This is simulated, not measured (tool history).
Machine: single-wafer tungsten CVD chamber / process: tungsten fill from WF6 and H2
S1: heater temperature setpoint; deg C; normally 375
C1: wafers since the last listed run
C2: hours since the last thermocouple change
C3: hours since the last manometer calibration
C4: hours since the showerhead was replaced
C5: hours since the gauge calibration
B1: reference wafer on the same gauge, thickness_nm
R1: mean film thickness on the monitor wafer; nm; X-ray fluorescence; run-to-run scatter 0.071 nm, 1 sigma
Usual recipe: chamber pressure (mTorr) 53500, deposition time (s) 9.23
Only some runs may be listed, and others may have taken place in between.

Run 1, hour 0: usual settings; C1 0; C2 36.9; C3 865.5; C4 2425.7; C5 844.4; B1 18.612. Result: R1 20.72 nm.
Run 2, hour 76.5: usual settings but chamber pressure (mTorr) 64100, deposition time (s) 8.09; C1 2694; C2 113.4; C3 942; C4 2502.2; C5 920.9; B1 18.635. Result: R1 19.929 nm.
Run 3, hour 124.3: usual settings but chamber pressure (mTorr) 64100, deposition time (s) 8.09; C1 1683; C2 161.2; C3 989.8; C4 2550; C5 968.7; B1 18.637. Result: R1 19.839 nm.
Run 4, hour 223: usual settings but deposition time (s) 10.63; C1 3476; C2 259.9; C3 1088.5; C4 2648.7; C5 1067.4; B1 18.651. Result: R1 24.119 nm.
Run 5, hour 327.1: usual settings but deposition time (s) 10.63; C1 3666; C2 364; C3 1192.6; C4 2752.8; C5 1171.5; B1 18.687. Result: R1 24.043 nm.
Run 6, hour 379.1: usual settings; C1 1831; C2 416; C3 1244.6; C4 2804.8; C5 1223.5; B1 18.694. Result: R1 20.881 nm.
Run 7, hour 424.5: usual settings but S1 385 deg C, chamber pressure (mTorr) 56500; C1 1599; C2 461.4; C3 1290; C4 2850.2; C5 1268.9; B1 18.7. Result: R1 26.914 nm.
Run 8, hour 460.8: usual settings but S1 385 deg C, chamber pressure (mTorr) 56500; C1 1278; C2 497.7; C3 1326.3; C4 2886.5; C5 1305.2; B1 18.688. Result: R1 26.984 nm.
Run 9, hour 531.7: usual settings but S1 385 deg C, chamber pressure (mTorr) 56500; C1 2497; C2 568.6; C3 1397.2; C4 2957.4; C5 1376.1; B1 18.718. Result: R1 26.986 nm.
At hour 572.5: capacitance manometer re-zeroed and calibrated.
Run 10, hour 595.4: usual settings; C1 1961; C2 632.3; C3 22.9; C4 3021.1; C5 1439.8; B1 18.735. Result: R1 20.978 nm.
Run 11, hour 645.8: usual settings; C1 1775; C2 682.7; C3 73.3; C4 3071.5; C5 1490.2; B1 18.73. Result: R1 20.891 nm.
Run 12, hour 709.1: usual settings; C1 2229; C2 746; C3 136.6; C4 3134.8; C5 1553.5; B1 18.735. Result: R1 20.932 nm.
Run 13, hour 792: usual settings; C1 2919; C2 828.9; C3 219.5; C4 3217.7; C5 1636.4; B1 18.742. Result: R1 20.937 nm.
Run 14, hour 864.4: usual settings; C1 2549; C2 901.3; C3 291.9; C4 3290.1; C5 1708.8; B1 18.738. Result: R1 21.024 nm.
At hour 909.2: showerhead replaced.
Run 15, hour 961.5: usual settings but deposition time (s) 10.91; C1 3138; C2 998.4; C3 389; C4 52.3; C5 1805.9; B1 18.749. Result: R1 24.828 nm.
Run 16, hour 999.8: usual settings but S1 388 deg C; C1 1348; C2 1036.7; C3 427.3; C4 90.6; C5 1844.2; B1 18.746. Result: R1 28.139 nm.
Run 17, hour 1044.1: usual settings but chamber pressure (mTorr) 45000, deposition time (s) 10.45; C1 1560; C2 1081; C3 471.6; C4 134.9; C5 1888.5; B1 18.769. Result: R1 21.965 nm.
Run 18, hour 1131.5: usual settings but chamber pressure (mTorr) 63200; C1 3078; C2 1168.4; C3 559; C4 222.3; C5 1975.9; B1 18.755. Result: R1 22.608 nm.
Run 19, hour 1229: usual settings but S1 387 deg C, chamber pressure (mTorr) 58700, deposition time (s) 8.36; C1 3433; C2 1265.9; C3 656.5; C4 319.8; C5 2073.4; B1 18.765. Result: R1 26.185 nm.
Run 20, hour 1325.4: usual settings but deposition time (s) 10.96; C1 3395; C2 1362.3; C3 752.9; C4 416.2; C5 2169.8; B1 18.776. Result: R1 24.962 nm.
At hour 1453.2: thermocouple changed; heater temperature recalibrated.
Run 21, hour 1503.7: usual settings; C1 5998; C2 50.5; C3 931.2; C4 594.5; C5 2348.1; B1 18.782. Result: R1 20.95 nm.
Run 22, hour 1692.5: usual settings but S1 371 deg C, chamber pressure (mTorr) 65300, deposition time (s) 10.73; C1 6649; C2 239.3; C3 1120; C4 783.3; C5 2536.9; B1 18.778. Result: R1 24.426 nm.
Run 23, hour 1730: usual settings; C1 1320; C2 276.8; C3 1157.5; C4 820.8; C5 2574.4; B1 18.8. Result: R1 20.916 nm.
At hour 1763.9: gauge calibrated.
Run 24, hour 1822: usual settings but S1 387 deg C, chamber pressure (mTorr) 58700, deposition time (s) 8.36; C1 3240; C2 368.8; C3 1249.5; C4 912.8; C5 58.1; B1 18.177. Result: R1 25.336 nm.

Expected results for the next run?
Run 25, hour 1912.9: usual settings; C1 3201; C2 459.7; C3 1340.4; C4 1003.7; C5 149; B1 ?. Result: R1 ?.

Run 25 yielded B1 18.234, R1 20.326 nm.
The same run, on a tool lacking any hidden state, would have yielded R1 20.279 nm.
